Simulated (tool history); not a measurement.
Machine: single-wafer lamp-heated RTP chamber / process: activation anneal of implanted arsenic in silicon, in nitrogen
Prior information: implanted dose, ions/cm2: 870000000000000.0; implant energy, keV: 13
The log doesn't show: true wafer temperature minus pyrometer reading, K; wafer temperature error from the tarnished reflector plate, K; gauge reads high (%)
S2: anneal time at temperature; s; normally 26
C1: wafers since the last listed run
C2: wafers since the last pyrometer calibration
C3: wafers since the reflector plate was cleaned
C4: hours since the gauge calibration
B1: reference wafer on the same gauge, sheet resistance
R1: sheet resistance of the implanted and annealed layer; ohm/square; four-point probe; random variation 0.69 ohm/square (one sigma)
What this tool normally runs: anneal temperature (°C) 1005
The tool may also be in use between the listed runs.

run 1 hour=0.0 | anneal_temperature_(°C)=1005 S2=21 | C1=0 C2=3014 C3=1852 C4=638.4 | B1=192.12 | R1=180.91
-- hour=35.3 gauge calibrated
run 2 hour=50.9 | anneal_temperature_(°C)=1005 S2=21 | C1=531 C2=3545 C3=2383 C4=15.6 | B1=192.09 | R1=179.26
-- hour=97.2 pyrometer window cleaned and pyrometer calibrated
run 3 hour=121.2 | anneal_temperature_(°C)=1005 S2=21 | C1=650 C2=250 C3=3033 C4=85.9 | B1=192.06 | R1=184.81
run 4 hour=163.6 | anneal_temperature_(°C)=1005 S2=26 | C1=442 C2=692 C3=3476 C4=128.3 | B1=192.05 | R1=179.46
run 5 hour=220.3 | anneal_temperature_(°C)=1005 S2=26 | C1=591 C2=1284 C3=4067 C4=185.0 | B1=191.98 | R1=178.67
run 6 hour=301.7 | anneal_temperature_(°C)=1005 S2=26 | C1=849 C2=2133 C3=4917 C4=266.4 | B1=191.73 | R1=176.45
-- hour=391.8 reflector plate cleaned
run 7 hour=397.2 | anneal_temperature_(°C)=1028 S2=33 | C1=913 C2=3046 C3=56 C4=361.9 | B1=191.83 | R1=162.17
run 8 hour=435.2 | anneal_temperature_(°C)=1005 S2=26 | C1=396 C2=3443 C3=452 C4=399.9 | B1=191.86 | R1=176.75
run 9 hour=523.7 | anneal_temperature_(°C)=1005 S2=26 | C1=923 C2=4366 C3=1376 C4=488.4 | B1=192.02 | R1=176.54
-- hour=584.3 pyrometer window cleaned and pyrometer calibrated
run 10 hour=609.3 | anneal_temperature_(°C)=1005 S2=26 | C1=809 C2=261 C3=2186 C4=574.0 | B1=191.88 | R1=180.60
run 11 hour=663.8 | anneal_temperature_(°C)=1030 S2=19 | C1=568 C2=829 C3=2754 C4=628.5 | B1=191.97 | R1=173.84
run 12 hour=720.8 | anneal_temperature_(°C)=1021 S2=15 | C1=594 C2=1424 C3=3349 C4=685.5 | B1=192.13 | R1=180.26
-- hour=779.2 gauge calibrated
run 13 hour=820.7 | anneal_temperature_(°C)=1005 S2=26 | C1=1042 C2=2467 C3=4392 C4=41.5 | B1=192.11 | R1=176.91

Run 14, settings as shown, results not yet in. Your forecast:
run 14 hour=887.5 | anneal_temperature_(°C)=1026 S2=26 | C1=697 C2=3164 C3=5089 C4=108.3 | B1=? | R1=?

Run 14 gave B1 192.13, R1 167.36 ohm/square.
Were there no unlogged condition in the tool, this run, its random variation unchanged, would have produced R1 170.55 ohm/square.
